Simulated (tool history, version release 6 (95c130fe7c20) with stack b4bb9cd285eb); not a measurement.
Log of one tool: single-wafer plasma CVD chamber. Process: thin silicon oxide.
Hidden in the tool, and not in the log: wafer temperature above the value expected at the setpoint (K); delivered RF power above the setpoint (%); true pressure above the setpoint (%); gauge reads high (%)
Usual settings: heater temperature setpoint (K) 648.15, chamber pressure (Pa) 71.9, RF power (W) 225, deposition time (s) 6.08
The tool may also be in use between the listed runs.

| run | hour | heater temperature setpoint (K) | chamber pressure (Pa) | RF power (W) | deposition time (s) | wafers since the last listed run | hours since the last thermocouple change | hours since the last RF generator calibration | hours since the last manometer calibration | hours since the showerhead was replaced | hours since the gauge calibration | read-back reference wafer on the same gauge, thickness_nm | mean film thickness on the monitor wafer (nm) |
|---|---|---|---|---|---|---|---|---|---|---|---|---|---|
| 1 | 0 | 648.15 | 71.9 | 225 | 6.08 | 0 | 381 | 1241.1 | 1484.1 | 4707.4 | 435.4 | 5.044 | 6.186 |
| 2 | 80.4 | 648.15 | 71.9 | 225 | 6.08 | 1849 | 461.4 | 1321.5 | 1564.5 | 4787.8 | 515.8 | 5.05 | 6.206 |
| 3 | 306.9 | 648.15 | 71.9 | 225 | 6.08 | 5211 | 687.9 | 1548 | 1791 | 5014.3 | 742.3 | 5.075 | 6.247 |
| 4 | 413.6 | 648.15 | 71.9 | 225 | 6.08 | 2455 | 794.6 | 1654.7 | 1897.7 | 5121 | 849 | 5.087 | 6.287 |
| 5 | 506.4 | 648.15 | 78.3 | 225 | 6.08 | 2135 | 887.4 | 1747.5 | 1990.5 | 5213.8 | 941.8 | 5.095 | 6.805 |
| 6 | 585.7 | 648.15 | 71.9 | 225 | 6.08 | 1824 | 966.7 | 1826.8 | 2069.8 | 5293.1 | 1021.1 | 5.106 | 6.211 |
|  | 603.9 | thermocouple changed; heater temperature recalibrated |
| 7 | 685.7 | 648.15 | 71.9 | 225 | 6.08 | 2116 | 81.8 | 1926.8 | 2169.8 | 5393.1 | 1121.1 | 5.108 | 6.321 |
|  | 733.7 | capacitance manometer re-zeroed and calibrated |
|  | 759.2 | RF generator calibrated |
|  | 765.7 | gauge calibrated |
| 8 | 777.6 | 643.15 | 71.9 | 185 | 4.9 | 1746 | 173.7 | 18.4 | 43.9 | 5485 | 11.9 | 4.996 | 4.541 |
| 9 | 840 | 636.15 | 71.9 | 205 | 6.97 | 1435 | 236.1 | 80.8 | 106.3 | 5547.4 | 74.3 | 5 | 6.824 |
| 10 | 879 | 661.15 | 71.9 | 185 | 4.87 | 897 | 275.1 | 119.8 | 145.3 | 5586.4 | 113.3 | 5.005 | 4.451 |
| 11 | 939.4 | 641.15 | 54.8 | 255 | 6.73 | 1389 | 335.5 | 180.2 | 205.7 | 5646.8 | 173.7 | 5.016 | 5.503 |
|  | 1079.6 | showerhead replaced |
| 12 | 1253.7 | 648.15 | 71.9 | 225 | 6.08 | 7047 | 649.8 | 494.5 | 520 | 174.1 | 488 | 5.04 | 6.209 |
| 13 | 1293.2 | 642.15 | 71.9 | 190 | 6.08 | 908 | 689.3 | 534 | 559.5 | 213.6 | 527.5 | 5.05 | 5.762 |
| 14 | 1363.8 | 642.15 | 71.9 | 190 | 6.08 | 1624 | 759.9 | 604.6 | 630.1 | 284.2 | 598.1 | 5.055 | 5.759 |
| 15 | 1418.4 | 648.15 | 58.4 | 225 | 5.34 | 1256 | 814.5 | 659.2 | 684.7 | 338.8 | 652.7 | 5.052 | 4.416 |

Forecast each of these 4 alternatives for the next run:
| A | 1418.8 | 648.15 | 71.9 | 225 | 6.08 | 9 | 814.9 | 659.6 | 685.1 | 339.2 | 653.1 | ? | ? |
| B | 1418.8 | 636.15 | 71.9 | 185 | 7.27 | 9 | 814.9 | 659.6 | 685.1 | 339.2 | 653.1 | ? | ? |
| C | 1418.8 | 643.15 | 71.9 | 240 | 6.08 | 9 | 814.9 | 659.6 | 685.1 | 339.2 | 653.1 | ? | ? |
| D | 1418.8 | 643.15 | 71.9 | 185 | 5.7 | 9 | 814.9 | 659.6 | 685.1 | 339.2 | 653.1 | ? | ? |

| run | read-back reference wafer on the same gauge, thickness_nm | mean film thickness on the monitor wafer (nm) |
|---|---|---|
| A | 5.059 | 6.216 |
| B | 5.059 | 6.815 |
| C | 5.059 | 6.427 |
| D | 5.059 | 5.319 |
Without the tool's hidden state the same runs would have given:
| run | mean film thickness on the monitor wafer (nm) |
|---|---|
| A | 6.12 |
| B | 6.71 |
| C | 6.328 |
| D | 5.237 |
